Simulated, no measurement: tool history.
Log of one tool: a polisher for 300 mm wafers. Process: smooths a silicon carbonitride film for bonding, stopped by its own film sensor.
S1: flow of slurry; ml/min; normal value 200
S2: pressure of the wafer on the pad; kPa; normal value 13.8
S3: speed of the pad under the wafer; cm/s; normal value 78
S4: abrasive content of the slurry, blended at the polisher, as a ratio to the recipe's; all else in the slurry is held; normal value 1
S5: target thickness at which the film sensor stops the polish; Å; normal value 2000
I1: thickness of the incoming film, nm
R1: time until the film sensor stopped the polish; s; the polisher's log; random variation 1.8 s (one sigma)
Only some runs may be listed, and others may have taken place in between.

run	hour	S1	S2	S3	S4	S5	I1	R1
1	0	200	13.8	78	1	2000	233.1	178.9
2	99.8	200	13.8	78	1	2000	229.2	160.2
# hour 132.7: head pressure recalibrated
# hour 175.9: worn pad replaced by a new one
3	190.4	200	13.8	78	1	2000	231.1	152.8
# hour 252.9: slurry blender recalibrated
# hour 281: slurry nozzle cleaned
4	295.7	200	15.9	78	1	2000	230.2	123
5	382.3	200	15.9	78	1	2000	228.2	114.9
6	485.4	200	15.9	78	1	2000	228.7	121.2
7	581.1	250	13.8	56	1	2000	230.6	193.6
8	687	250	13.8	56	1	2000	234.2	225.4
# hour 744.8: head pressure recalibrated
# hour 835.4: worn pad replaced by a new one
# hour 941.2: slurry blender recalibrated
# hour 965.7: slurry nozzle cleaned
9	970.3	200	13.8	78	1	2000	229.2	136.1
10	1017.3	200	10.3	78	1	2000	225.4	157.3
11	1060.9	200	13.8	78	1	2070	234.5	130.4
12	1119.3	225	17.9	56	1.1	2000	234.5	156.2
13	1196.3	255	11	78	1	2080	227	115.2
# hour 1368.9: head pressure recalibrated
14	1453.5	200	13.8	78	1	2000	226.7	129.2
15	1547.6	260	13.8	78	1	2000	229.3	135.2
# hour 1553.5: worn pad replaced by a new one
16	1650	200	17.2	56	1	2000	227.5	142
# hour 1678.8: slurry blender recalibrated
# hour 1687.7: slurry nozzle cleaned
17	1730.7	200	13.8	78	1	2000	228.7	139.4
18	1799.9	200	13.8	56	1	1910	228.7	237.1
19	1854.7	200	13.8	70	1	1950	229.9	189.7
20	1935.2	200	9	78	1	2000	234.4	277.7
# hour 1984.9: head pressure recalibrated
21	1989.8	180	13.8	78	1	2000	227.4	132
22	2029.2	245	16.5	94	1	1960	227.2	102.8
23	2116.5	200	15.9	98	1	2000	231.2	109.4
# hour 2167.8: worn pad replaced by a new one
24	2190.2	200	13.8	64	1	2000	227.2	156.6
25	2272.9	200	13.8	66	1	1970	234.2	209.7
26	2311.2	200	13.8	78	1	2000	229.5	151.2
# hour 2395.2: slurry blender recalibrated
27	2396.2	260	13.8	92	1.3	1920	227.4	140.7
# hour 2409.1: slurry nozzle cleaned
28	2472.5	180	15.2	78	1	2030	228.4	110.7

5 options for the next run, each taken on its own from the tool as it stands now. Forecast them:
A	2473	200	13.8	88	1	2000	230.6	?
B	2473	220	11.7	78	1	2000	230.6	?
C	2473	200	15.2	78	1	2000	230.6	?
D	2473	140	13.8	78	0.85	2000	230.6	?
E	2473	235	13.8	94	0.7	2080	230.6	?

run	R1
A	136.5
B	173.8
C	136
D	170.5
E	110.6
Stripped of hidden state, with their random variation kept, the same runs would have yielded:
run	R1
A	127.5
B	162.6
C	127.1
D	158.5
E	103.6
